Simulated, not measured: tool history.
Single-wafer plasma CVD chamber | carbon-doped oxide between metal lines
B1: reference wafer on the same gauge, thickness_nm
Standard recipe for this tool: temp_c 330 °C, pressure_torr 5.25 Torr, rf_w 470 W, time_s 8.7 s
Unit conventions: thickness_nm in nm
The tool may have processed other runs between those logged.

{"run": 1, "hour": 0.0, "temp_c": 330, "pressure_torr": 5.25, "rf_w": 470, "time_s": 8.7, "B1": 55.93, "thickness_nm": 44.695}
{"run": 2, "hour": 7.1, "temp_c": 330, "pressure_torr": 5.25, "rf_w": 470, "time_s": 8.7, "B1": 55.889, "thickness_nm": 44.527}
{"run": 3, "hour": 14.2, "temp_c": 330, "pressure_torr": 5.25, "rf_w": 470, "time_s": 8.7, "B1": 55.847, "thickness_nm": 44.362}
{"run": 4, "hour": 31.1, "temp_c": 336, "pressure_torr": 5.25, "rf_w": 470, "time_s": 9.98, "B1": 55.913, "thickness_nm": 49.91}
{"run": 5, "hour": 42.1, "temp_c": 336, "pressure_torr": 5.25, "rf_w": 470, "time_s": 9.98, "B1": 55.914, "thickness_nm": 50.014}
{"run": 6, "hour": 52.2, "temp_c": 336, "pressure_torr": 5.25, "rf_w": 470, "time_s": 9.98, "B1": 55.889, "thickness_nm": 49.953}
{"run": 7, "hour": 68.9, "temp_c": 330, "pressure_torr": 5.25, "rf_w": 470, "time_s": 8.7, "B1": 55.888, "thickness_nm": 44.272}
{"run": 8, "hour": 79.0, "temp_c": 330, "pressure_torr": 5.25, "rf_w": 470, "time_s": 8.7, "B1": 55.893, "thickness_nm": 43.921}
{"run": 9, "hour": 123.1, "temp_c": 330, "pressure_torr": 5.25, "rf_w": 560, "time_s": 9.34, "B1": 55.921, "thickness_nm": 55.023}
{"run": 10, "hour": 132.8, "temp_c": 337, "pressure_torr": 5.25, "rf_w": 410, "time_s": 8.7, "B1": 55.907, "thickness_nm": 37.614}
{"run": 11, "hour": 140.3, "temp_c": 330, "pressure_torr": 5.25, "rf_w": 470, "time_s": 8.7, "B1": 55.889, "thickness_nm": 43.72}
{"hour": 142.2, "done": "gauge calibrated"}
{"run": 12, "hour": 153.4, "temp_c": 326, "pressure_torr": 6.53, "rf_w": 505, "time_s": 9.3, "B1": 55.905, "thickness_nm": 51.386}
{"hour": 174.0, "done": "RF generator calibrated"}
{"run": 13, "hour": 174.5, "temp_c": 318, "pressure_torr": 6.16, "rf_w": 435, "time_s": 7.16, "B1": 55.924, "thickness_nm": 37.479}
{"run": 14, "hour": 179.7, "temp_c": 342, "pressure_torr": 4.18, "rf_w": 470, "time_s": 7.48, "B1": 55.9, "thickness_nm": 37.842}
{"run": 15, "hour": 195.0, "temp_c": 315, "pressure_torr": 5.25, "rf_w": 470, "time_s": 9.83, "B1": 55.906, "thickness_nm": 55.342}
{"run": 16, "hour": 208.2, "temp_c": 330, "pressure_torr": 4.49, "rf_w": 470, "time_s": 8.7, "B1": 55.909, "thickness_nm": 45.919}
{"hour": 225.8, "done": "thermocouple changed; heater temperature recalibrated"}
{"hour": 245.7, "done": "capacitance manometer re-zeroed and calibrated"}
{"hour": 247.2, "done": "showerhead replaced"}
{"run": 17, "hour": 254.9, "temp_c": 330, "pressure_torr": 4.13, "rf_w": 520, "time_s": 9.94, "B1": 55.902, "thickness_nm": 56.271}
{"run": 18, "hour": 272.6, "temp_c": 345, "pressure_torr": 5.25, "rf_w": 380, "time_s": 8.25, "B1": 55.898, "thickness_nm": 33.995}
{"run": 19, "hour": 279.9, "temp_c": 330, "pressure_torr": 5.25, "rf_w": 470, "time_s": 8.7, "B1": 55.843, "thickness_nm": 46.579}
{"run": 20, "hour": 286.9, "temp_c": 338, "pressure_torr": 5.25, "rf_w": 435, "time_s": 8.7, "B1": 55.917, "thickness_nm": 42.127}
{"run": 21, "hour": 304.1, "temp_c": 319, "pressure_torr": 5.25, "rf_w": 470, "time_s": 6.96, "B1": 55.907, "thickness_nm": 38.877}
{"run": 22, "hour": 310.5, "temp_c": 330, "pressure_torr": 5.25, "rf_w": 470, "time_s": 8.7, "B1": 55.897, "thickness_nm": 46.427}
{"run": 23, "hour": 320.9, "temp_c": 330, "pressure_torr": 5.25, "rf_w": 470, "time_s": 8.7, "B1": 55.886, "thickness_nm": 46.482}
{"run": 24, "hour": 327.7, "temp_c": 330, "pressure_torr": 4.52, "rf_w": 565, "time_s": 8.7, "B1": 55.915, "thickness_nm": 53.231}
{"run": 25, "hour": 336.0, "temp_c": 324, "pressure_torr": 4.46, "rf_w": 470, "time_s": 8.7, "B1": 55.926, "thickness_nm": 46.441}
{"run": 26, "hour": 351.9, "temp_c": 330, "pressure_torr": 5.25, "rf_w": 470, "time_s": 8.7, "B1": 55.887, "thickness_nm": 46.424}
{"run": 27, "hour": 361.4, "temp_c": 335, "pressure_torr": 5.25, "rf_w": 470, "time_s": 8.7, "B1": 55.912, "thickness_nm": 45.748}
{"run": 28, "hour": 370.2, "temp_c": 330, "pressure_torr": 5.79, "rf_w": 470, "time_s": 10.23, "B1": 55.93, "thickness_nm": 55.298}

5 ways to go on from here, each from the tool as it stands after run 28. What would each give?
{"run": "A", "hour": 370.6, "temp_c": 330, "pressure_torr": 5.25, "rf_w": 470, "time_s": 10.13, "B1": "?", "thickness_nm": "?"}
{"run": "B", "hour": 370.6, "temp_c": 336, "pressure_torr": 5.25, "rf_w": 470, "time_s": 8.7, "B1": "?", "thickness_nm": "?"}
{"run": "C", "hour": 370.6, "temp_c": 330, "pressure_torr": 6.35, "rf_w": 470, "time_s": 8.7, "B1": "?", "thickness_nm": "?"}
{"run": "D", "hour": 370.6, "temp_c": 330, "pressure_torr": 4.75, "rf_w": 445, "time_s": 8.7, "B1": "?", "thickness_nm": "?"}
{"run": "E", "hour": 370.6, "temp_c": 330, "pressure_torr": 5.25, "rf_w": 470, "time_s": 7.59, "B1": "?", "thickness_nm": "?"}

run=A B1=55.915 thickness_nm=53.792
run=B B1=55.915 thickness_nm=45.498
run=C B1=55.915 thickness_nm=47.099
run=D B1=55.915 thickness_nm=43.434
run=E B1=55.915 thickness_nm=40.478
Without the tool's unlogged condition, the same runs would have read:
run=A thickness_nm=54.435
run=B thickness_nm=46.042
run=C thickness_nm=47.662
run=D thickness_nm=44.035
run=E thickness_nm=40.961

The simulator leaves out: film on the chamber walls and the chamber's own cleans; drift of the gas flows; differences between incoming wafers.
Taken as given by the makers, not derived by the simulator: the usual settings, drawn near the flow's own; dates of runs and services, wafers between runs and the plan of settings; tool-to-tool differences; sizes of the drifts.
